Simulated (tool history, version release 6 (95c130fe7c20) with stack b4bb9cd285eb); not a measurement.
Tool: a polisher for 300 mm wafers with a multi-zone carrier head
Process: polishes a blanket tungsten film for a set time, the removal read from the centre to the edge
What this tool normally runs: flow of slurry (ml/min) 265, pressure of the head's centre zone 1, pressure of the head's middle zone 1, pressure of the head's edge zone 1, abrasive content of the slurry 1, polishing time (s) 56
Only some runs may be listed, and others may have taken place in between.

| run | hour | flow of slurry (ml/min) | pressure of the head's centre zone | pressure of the head's middle zone | pressure of the head's edge zone | abrasive content of the slurry | polishing time (s) | incoming thickness of the incoming film, nm | film removed at the wafer's centre (Å) | film removed at mid-radius (Å) | film removed at the wafer's edge (Å) |
|---|---|---|---|---|---|---|---|---|---|---|---|
| 1 | 0 | 265 | 1 | 1 | 1 | 1 | 47 | 1332.8 | 2160 | 2211 | 2167 |
| 2 | 33.2 | 265 | 1 | 1 | 1 | 1 | 47 | 1363 | 2146 | 2150 | 2125 |
|  | 64.9 | worn pad replaced by a new one |
| 3 | 65.4 | 265 | 1 | 1 | 1 | 1 | 47 | 1369.5 | 2197 | 2219 | 2176 |
|  | 82.6 | centre zone pressure recalibrated |
|  | 88.4 | carrier head's membrane replaced by a new one |
| 4 | 91.5 | 265 | 1 | 1 | 1 | 1 | 56 | 1363.1 | 2563 | 2605 | 2613 |
| 5 | 113.5 | 265 | 1 | 1 | 1 | 1.2 | 56 | 1316.5 | 2678 | 2703 | 2735 |
| 6 | 133.9 | 265 | 1 | 1 | 1 | 1.2 | 56 | 1357.1 | 2673 | 2622 | 2677 |
| 7 | 160.4 | 265 | 1 | 1 | 1 | 1.2 | 56 | 1353.5 | 2628 | 2603 | 2651 |
| 8 | 177.1 | 265 | 1 | 1.05 | 1 | 1 | 56 | 1332.8 | 2485 | 2631 | 2485 |
|  | 206.7 | worn pad replaced by a new one |
| 9 | 207.2 | 265 | 1 | 1 | 1.08 | 1 | 65 | 1341.2 | 3028 | 3002 | 3110 |
|  | 221.3 | edge zone pressure recalibrated |
| 10 | 225.6 | 300 | 1 | 1.08 | 1 | 1.15 | 56 | 1327 | 2688 | 2860 | 2710 |
| 11 | 253.8 | 265 | 1 | 1 | 1 | 1 | 56 | 1327.4 | 2509 | 2521 | 2541 |
|  | 255 | slurry nozzle cleaned |
| 12 | 271.3 | 265 | 1 | 1 | 1.06 | 0.9 | 56 | 1355.8 | 2563 | 2533 | 2640 |
| 13 | 288.8 | 265 | 1.03 | 1 | 1 | 1.1 | 56 | 1350.8 | 2775 | 2712 | 2639 |
| 14 | 309.9 | 265 | 1 | 1 | 1 | 1 | 48 | 1348.5 | 2220 | 2227 | 2232 |
|  | 330.2 | worn pad replaced by a new one |
| 15 | 393 | 240 | 0.91 | 0.93 | 1 | 1 | 56 | 1346.7 | 2358 | 2427 | 2547 |
| 16 | 427.8 | 265 | 1 | 1 | 1 | 1 | 56 | 1333.2 | 2599 | 2572 | 2590 |
| 17 | 442.6 | 265 | 0.92 | 1 | 1.11 | 1 | 56 | 1328.9 | 2363 | 2546 | 2693 |
| 18 | 471.4 | 265 | 0.96 | 1 | 1.05 | 1.3 | 62 | 1312.4 | 2889 | 3006 | 3103 |

Estimate the outcome of run 19 from the log above:
|  | 480.4 | worn pad replaced by a new one |
| 19 | 488.3 | 265 | 1 | 1 | 1 | 1 | 48 | 1349.5 | ? | ? | ? |

film removed at the wafer's centre (Å): 2299
film removed at mid-radius (Å): 2295
film removed at the wafer's edge (Å): 2267
Without the tool's hidden state the same run would have given film removed at the wafer's centre (Å) 2328, film removed at mid-radius (Å) 2321, film removed at the wafer's edge (Å) 2290.
